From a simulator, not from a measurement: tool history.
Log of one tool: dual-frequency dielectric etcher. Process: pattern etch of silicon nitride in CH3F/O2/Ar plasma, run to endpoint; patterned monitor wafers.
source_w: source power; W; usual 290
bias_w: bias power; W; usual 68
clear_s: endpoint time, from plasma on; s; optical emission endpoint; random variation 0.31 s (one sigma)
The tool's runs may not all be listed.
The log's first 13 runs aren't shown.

run   hour  source_w  bias_w  wafers since the last listed run  hours since the last wet clean  hours since the last source power generator calibration  hours since the last bias power generator calibration  hours since the last upper electrode change  incoming incoming film thickness, nm  clear_s
 14  157.4       290      68                               165                            21.7                                                   3385.5                                                 4226.8                                       6309.7                                  55.1     84.4
     188.4  -- upper electrode replaced
 15  188.9       250      68                                81                            53.2                                                   3417.0                                                 4258.3                                          0.5                                  55.2     89.8
 16  189.3       290      68                                 4                            53.6                                                   3417.4                                                 4258.7                                          0.9                                  55.8     85.6
 17  197.2       290      68                                85                            61.5                                                   3425.3                                                 4266.6                                          8.8                                  55.1     84.7
 18  213.2       230      76                               172                            77.5                                                   3441.3                                                 4282.6                                         24.8                                  55.7     88.2
     222.9  -- bias power generator calibrated
 19  230.5       340      80                               143                            94.8                                                   3458.6                                                    7.6                                         42.1                                  55.3     74.5
 20  237.9       230      55                                79                           102.2                                                   3466.0                                                   15.0                                         49.5                                  55.4    101.8
 21  248.2       290      68                               111                           112.5                                                   3476.3                                                   25.3                                         59.8                                  55.9     85.7
 22  256.9       270      53                                94                           121.2                                                   3485.0                                                   34.0                                         68.5                                  56.2     98.6
 23  268.8       260      62                               128                           133.1                                                   3496.9                                                   45.9                                         80.4                                  55.8     92.8
 24  277.7       290      68                                96                           142.0                                                   3505.8                                                   54.8                                         89.3                                  55.2     85.1
 25  291.7       330      62                               151                           156.0                                                   3519.8                                                   68.8                                        103.3                                  56.0     85.1
 26  301.2       310      81                               102                           165.5                                                   3529.3                                                   78.3                                        112.8                                  55.7     77.6
 27  317.3       320      78                               173                           181.6                                                   3545.4                                                   94.4                                        128.9                                  55.4     77.3
     323.9  -- source power generator calibrated
 28  332.6       330      75                               122                           196.9                                                      8.7                                                  109.7                                        144.2                                  55.3     78.1
 29  341.2       290      68                                92                           205.5                                                     17.3                                                  118.3                                        152.8                                  55.5     85.4
 30  354.3       290      68                               141                           218.6                                                     30.4                                                  131.4                                        165.9                                  55.5     85.2
 31  364.4       270      59                               109                           228.7                                                     40.5                                                  141.5                                        176.0                                  55.4     92.6
 32  403.1       340      77                               418                           267.4                                                     79.2                                                  180.2                                        214.7                                  55.4     76.6
 33  413.1       230      68                               108                           277.4                                                     89.2                                                  190.2                                        224.7                                  55.3     92.2
 34  424.6       240      58                               124                           288.9                                                    100.7                                                  201.7                                        236.2                                  55.6     98.3
 35  438.5       230      76                               150                           302.8                                                    114.6                                                  215.6                                        250.1                                  55.5     87.6

4 ways to go on from here, each from the tool as it stands after run 35. What would each give?
  A  438.9       290      59                                 4                           303.2                                                    115.0                                                  216.0                                        250.5                                  55.4        ?
  B  438.9       230      53                                 4                           303.2                                                    115.0                                                  216.0                                        250.5                                  55.4        ?
  C  438.9       360      68                                 4                           303.2                                                    115.0                                                  216.0                                        250.5                                  55.4        ?
  D  438.9       290      81                                 4                           303.2                                                    115.0                                                  216.0                                        250.5                                  55.4        ?

run  clear_s
  A     90.6
  B    103.2
  C     78.8
  D     78.7
Without the tool's hidden state the same runs would have given:
run  clear_s
  A     90.6
  B    103.2
  C     78.8
  D     78.7

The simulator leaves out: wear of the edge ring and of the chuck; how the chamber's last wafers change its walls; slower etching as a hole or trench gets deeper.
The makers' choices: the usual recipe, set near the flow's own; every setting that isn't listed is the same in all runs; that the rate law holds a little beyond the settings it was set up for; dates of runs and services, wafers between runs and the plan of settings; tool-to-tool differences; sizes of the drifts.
